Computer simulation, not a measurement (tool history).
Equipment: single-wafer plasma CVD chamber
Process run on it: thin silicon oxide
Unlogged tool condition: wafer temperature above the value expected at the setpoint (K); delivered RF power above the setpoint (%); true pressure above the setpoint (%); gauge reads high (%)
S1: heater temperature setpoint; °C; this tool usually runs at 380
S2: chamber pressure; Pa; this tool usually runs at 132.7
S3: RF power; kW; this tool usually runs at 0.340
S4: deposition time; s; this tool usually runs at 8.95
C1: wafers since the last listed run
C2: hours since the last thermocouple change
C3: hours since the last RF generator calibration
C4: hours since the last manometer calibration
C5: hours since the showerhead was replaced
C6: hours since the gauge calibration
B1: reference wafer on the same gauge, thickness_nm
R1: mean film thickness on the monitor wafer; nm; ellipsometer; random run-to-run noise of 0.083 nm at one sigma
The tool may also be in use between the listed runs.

run,hour,S1,S2,S3,S4,C1,C2,C3,C4,C5,C6,B1,R1
1,0.0,380,132.7,0.340,8.95,0,743.2,1291.6,1366.4,7069.0,112.5,16.007,19.159
2,13.0,380,132.7,0.340,8.95,232,756.2,1304.6,1379.4,7082.0,125.5,16.008,19.417
3,43.4,380,132.7,0.340,8.95,542,786.6,1335.0,1409.8,7112.4,155.9,16.004,19.283
4,77.6,380,132.7,0.340,8.95,610,820.8,1369.2,1444.0,7146.6,190.1,15.991,19.216
5,111.6,380,132.7,0.340,8.95,606,854.8,1403.2,1478.0,7180.6,224.1,15.983,19.162
6,124.3,380,132.7,0.340,8.95,226,867.5,1415.9,1490.7,7193.3,236.8,16.000,19.273
7,149.0,388,132.7,0.340,7.67,440,892.2,1440.6,1515.4,7218.0,261.5,16.014,16.406
8,172.4,388,132.7,0.340,7.67,417,915.6,1464.0,1538.8,7241.4,284.9,16.005,16.518
9,205.0,380,143.9,0.340,8.95,581,948.2,1496.6,1571.4,7274.0,317.5,15.995,20.008
10,229.2,380,143.9,0.340,8.95,431,972.4,1520.8,1595.6,7298.2,341.7,16.004,19.939
11,253.4,380,143.9,0.340,8.95,431,996.6,1545.0,1619.8,7322.4,365.9,15.975,19.873
12,272.1,380,132.7,0.340,10.36,333,1015.3,1563.7,1638.5,7341.1,384.6,15.973,22.295
13,304.6,380,132.7,0.375,8.95,580,1047.8,1596.2,1671.0,7373.6,417.1,15.999,19.988
# hour 315.2: thermocouple changed; heater temperature recalibrated
14,321.2,366,145.6,0.300,10.14,153,6.0,1612.8,1687.6,7390.2,433.7,15.991,22.015
# hour 332.5: showerhead replaced
15,357.1,380,132.7,0.340,8.95,497,41.9,1648.7,1723.5,24.6,469.6,16.008,19.177
16,381.2,380,132.7,0.395,8.95,430,66.0,1672.8,1747.6,48.7,493.7,15.993,20.245
17,413.5,380,149.9,0.340,8.95,576,98.3,1705.1,1779.9,81.0,526.0,16.000,20.493
18,440.1,380,119.6,0.340,10.52,474,124.9,1731.7,1806.5,107.6,552.6,15.992,21.151
19,455.7,371,132.7,0.310,7.40,278,140.5,1747.3,1822.1,123.2,568.2,16.009,15.462
# hour 496.0: RF generator calibrated
# hour 522.0: gauge calibrated
20,534.9,380,132.7,0.310,8.95,1270,219.7,38.9,1901.3,202.4,12.9,15.980,18.626
# hour 548.3: capacitance manometer re-zeroed and calibrated
21,556.5,373,132.7,0.270,9.51,242,241.3,60.5,8.2,224.0,34.5,16.019,18.645
22,579.1,391,132.7,0.270,8.95,403,263.9,83.1,30.8,246.6,57.1,16.002,17.478
23,596.0,380,132.7,0.340,8.95,301,280.8,100.0,47.7,263.5,74.0,15.985,19.302
24,626.2,380,107.6,0.340,10.21,539,311.0,130.2,77.9,293.7,104.2,15.998,19.080
25,654.2,366,132.7,0.340,8.95,499,339.0,158.2,105.9,321.7,132.2,16.001,19.322
26,681.0,380,132.7,0.340,8.95,478,365.8,185.0,132.7,348.5,159.0,16.004,19.199
27,705.7,387,132.7,0.295,10.38,440,390.5,209.7,157.4,373.2,183.7,15.995,20.868
28,718.0,380,132.7,0.340,8.95,219,402.8,222.0,169.7,385.5,196.0,16.010,19.225
29,753.4,386,101.1,0.395,9.95,631,438.2,257.4,205.1,420.9,231.4,16.012,18.848

Exercise: give the hidden state of the tool at every run:
wafer temperature above the value expected at the setpoint (K): 0 at every run
delivered RF power above the setpoint (%): 0 at every run
true pressure above the setpoint (%): 0 at every run
gauge reads high (%): 0 at every run
